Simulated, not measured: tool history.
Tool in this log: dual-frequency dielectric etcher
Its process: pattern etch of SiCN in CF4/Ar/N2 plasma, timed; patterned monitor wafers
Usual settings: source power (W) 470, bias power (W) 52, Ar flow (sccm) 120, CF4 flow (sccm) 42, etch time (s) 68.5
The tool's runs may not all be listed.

run   hour  source power (W)  bias power (W)  Ar flow (sccm)  CF4 flow (sccm)  etch time (s)  wafers since the last listed run  hours since the last wet clean  hours since the last source power generator calibration  hours since the last bias power generator calibration  hours since the last Ar flow controller change  hours since the last CF4 flow controller change  hours since the last upper electrode change  hours since the gauge calibration  read-back reference wafer on the same gauge, depth_nm  mean etch depth across the wafer (Å)
  1    0.0               470              52             120               42           68.5                                 0                           427.3                                                   4641.3                                                 3669.1                                          5736.0                                           3799.6                                       4751.2                              177.7                                                  54.63                                 516.9
  2   16.2               470              52             120               42           84.5                               229                           443.5                                                   4657.5                                                 3685.3                                          5752.2                                           3815.8                                       4767.4                              193.9                                                  54.68                                 630.7
  3   26.4               470              52             120               42           68.5                               144                           453.7                                                   4667.7                                                 3695.5                                          5762.4                                           3826.0                                       4777.6                              204.1                                                  54.74                                 521.7
  4   36.0               470              52             120               42           68.5                               136                           463.3                                                   4677.3                                                 3705.1                                          5772.0                                           3835.6                                       4787.2                              213.7                                                  54.73                                 512.2
  5   50.2               470              52             120               42           68.5                               201                           477.5                                                   4691.5                                                 3719.3                                          5786.2                                           3849.8                                       4801.4                              227.9                                                  54.51                                 518.7
  6   60.9               470              52             109               42           68.5                               151                           488.2                                                   4702.2                                                 3730.0                                          5796.9                                           3860.5                                       4812.1                              238.6                                                  54.71                                 531.0
  7   74.2               470              52             109               42           68.5                               188                           501.5                                                   4715.5                                                 3743.3                                          5810.2                                           3873.8                                       4825.4                              251.9                                                  54.81                                 531.4
     111.8  -- wet clean of the chamber
  8  112.3               470              52             120               42           68.5                               200                             0.5                                                   4753.6                                                 3781.4                                          5848.3                                           3911.9                                       4863.5                              290.0                                                  54.73                                 492.7
  9  117.0               470              52             120               42           68.5                                66                             5.2                                                   4758.3                                                 3786.1                                          5853.0                                           3916.6                                       4868.2                              294.7                                                  54.75                                 494.5
     124.6  -- source power generator calibrated
 10  129.4               470              52             120               42           68.5                               119                            17.6                                                      4.8                                                 3798.5                                          5865.4                                           3929.0                                       4880.6                              307.1                                                  54.69                                 489.9
     135.1  -- gauge calibrated
 11  160.6               470              60             120               42           68.5                               442                            48.8                                                     36.0                                                 3829.7                                          5896.6                                           3960.2                                       4911.8                               25.5                                                  54.63                                 537.4
 12  168.2               470              52             120               42           80.5                               107                            56.4                                                     43.6                                                 3837.3                                          5904.2                                           3967.8                                       4919.4                               33.1                                                  54.62                                 583.9
     189.7  -- Ar flow controller replaced
 13  193.7               470              52             135               42           68.5                               276                            81.9                                                     69.1                                                 3862.8                                             4.0                                           3993.3                                       4944.9                               58.6                                                  54.78                                 483.6
 14  202.1               470              52             120               37           56.5                               119                            90.3                                                     77.5                                                 3871.2                                            12.4                                           4001.7                                       4953.3                               67.0                                                  54.62                                 403.8
 15  209.7               500              52             120               34           68.5                               107                            97.9                                                     85.1                                                 3878.8                                            20.0                                           4009.3                                       4960.9                               74.6                                                  54.64                                 497.3
     216.0  -- bias power generator calibrated
 16  217.6               560              52             120               49           61.5                                55                           105.8                                                     93.0                                                    1.6                                            27.9                                           4017.2                                       4968.8                               82.5                                                  54.60                                 513.4
     243.5  -- upper electrode replaced
     249.9  -- CF4 flow controller replaced
 17  250.4               570              52             120               42           68.5                                39                           138.6                                                    125.8                                                   34.4                                            60.7                                              0.5                                          6.9                              115.3                                                  54.75                                 560.8
 18  250.7               470              52             120               42           68.5                                 4                           138.9                                                    126.1                                                   34.7                                            61.0                                              0.8                                          7.2                              115.6                                                  54.70                                 503.0
 19  276.8               570              41             120               42           56.5                               370                           165.0                                                    152.2                                                   60.8                                            87.1                                             26.9                                         33.3                              141.7                                                  54.76                                 405.1
 20  293.1               540              65             131               42           53.5                               231                           181.3                                                    168.5                                                   77.1                                           103.4                                             43.2                                         49.6                              158.0                                                  54.77                                 471.5
 21  309.6               470              52             120               42           68.5                               234                           197.8                                                    185.0                                                   93.6                                           119.9                                             59.7                                         66.1                              174.5                                                  54.68                                 504.4
 22  317.1               470              52             120               42           68.5                               106                           205.3                                                    192.5                                                  101.1                                           127.4                                             67.2                                         73.6                              182.0                                                  54.68                                 504.2

Describe how what the log doesn't record of the tool's condition differs between the last listed run preceding each entry between runs and the first listed run following it.
After run 7, before run 8: wet clean of the chamber (hour 111.8)
  etch rate over this chamber's usual, %: 4.12 -> -0.343
  measured value less the no-hidden-state value, mean etch depth across the wafer (Å): +21.0 -> -1.7
After run 9, before run 10: source power generator calibrated (hour 124.6)
  etch rate over this chamber's usual, %: -0.301 -> -0.19
  measured value less the no-hidden-state value, mean etch depth across the wafer (Å): -1.5 -> -1.0
After run 10, before run 11: gauge calibrated (hour 135.1)
  etch rate over this chamber's usual, %: -0.19 -> 0.0896
  measured value less the no-hidden-state value, mean etch depth across the wafer (Å): -1.0 -> +0.5
After run 12, before run 13: Ar flow controller replaced (hour 189.7)
  etch rate over this chamber's usual, %: 0.158 -> 0.386
  measured value less the no-hidden-state value, mean etch depth across the wafer (Å): +0.9 -> +1.9
After run 15, before run 16: bias power generator calibrated (hour 216.0)
  etch rate over this chamber's usual, %: 0.529 -> 0.6
  measured value less the no-hidden-state value, mean etch depth across the wafer (Å): +2.7 -> +3.1
After run 16, before run 17: upper electrode replaced (hour 243.5); CF4 flow controller replaced (hour 249.9)
  etch rate over this chamber's usual, %: 0.6 -> 0.893
  measured value less the no-hidden-state value, mean etch depth across the wafer (Å): +3.1 -> +5.0

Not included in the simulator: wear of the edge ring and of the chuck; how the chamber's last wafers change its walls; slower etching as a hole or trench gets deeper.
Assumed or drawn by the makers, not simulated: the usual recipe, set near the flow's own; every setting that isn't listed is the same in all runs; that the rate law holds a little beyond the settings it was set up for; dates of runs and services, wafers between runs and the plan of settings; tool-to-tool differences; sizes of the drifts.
